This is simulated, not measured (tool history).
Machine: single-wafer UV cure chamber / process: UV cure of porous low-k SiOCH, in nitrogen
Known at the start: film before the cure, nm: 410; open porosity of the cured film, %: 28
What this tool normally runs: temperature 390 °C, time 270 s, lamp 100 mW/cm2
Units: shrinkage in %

run	hour	temperature	time	lamp	shrinkage
1	0	390	270	100	11.755
2	64.1	390	270	100	11.702
3	131.5	390	270	100	11.435
4	171.8	395	270	100	11.187
5	210.2	395	270	100	11.493
6	255.6	390	270	100	11.069
7	282	390	270	100	11.245
8	325.2	390	270	100	11.196
9	387.1	390	270	100	11.11
10	432.2	390	270	100	11
11	499.8	390	270	100	11.412
# hour 544.3: quartz window cleaned
12	544.8	390	270	118	11.545
13	603.1	390	270	118	11.609
14	641.1	390	270	118	11.264
15	672.5	390	175	100	9.07
16	737.8	390	175	100	8.822
17	799	400	270	100	10.784
18	861.9	390	270	71	9.252
19	941.8	390	270	71	9.367
20	966.7	390	205	70	8.002
21	990.7	390	270	100	10.767
# hour 1017.2: UV bulbs replaced
# hour 1040.7: quartz window cleaned
22	1046.8	390	270	100	13.55
23	1081.4	401	395	100	15.64
24	1128.8	407	270	81	12.38
25	1194.2	397	270	83	11.934
26	1233.3	378	425	136	16.24
27	1297.2	378	270	100	13.052
28	1345.5	390	270	100	12.455
29	1411.2	390	165	72	8.271
30	1528.2	390	270	71	10.381
31	1554	390	135	100	9.06
32	1591.2	390	270	100	12.089
33	1637.8	390	270	100	11.873
# hour 1651.7: quartz window cleaned
34	1677.9	390	165	128	10.923
35	1837.1	406	405	77	12.694
36	1966.4	371	270	100	11.507
37	1993.9	397	325	85	11.899
38	2061.6	371	415	100	14.007
39	2115.7	404	270	122	12.717
40	2177.1	390	270	100	11.53
# hour 2282.1: quartz window cleaned
41	2353	375	360	100	12.741

What the log doesn't show, run by run:
transmission lost against a clean window, %: 0 on each run
H1: lamp output below its setpoint, %
run	H1
1	33.6
2	34.5
3	35.4
4	35.9
5	36.4
6	36.9
7	37.2
8	37.6
9	38.1
10	38.5
11	39
12	39.3
13	39.6
14	39.9
15	40
16	40.3
17	40.6
18	40.9
19	41.2
20	41.2
21	41.3
22	1.84
23	3.78
24	6.27
25	9.4
26	11.1
27	13.7
28	15.5
29	17.7
30	21
31	21.7
32	22.6
33	23.7
34	24.5
35	27.4
36	29.2
37	29.5
38	30.3
39	30.9
40	31.5
41	32.8
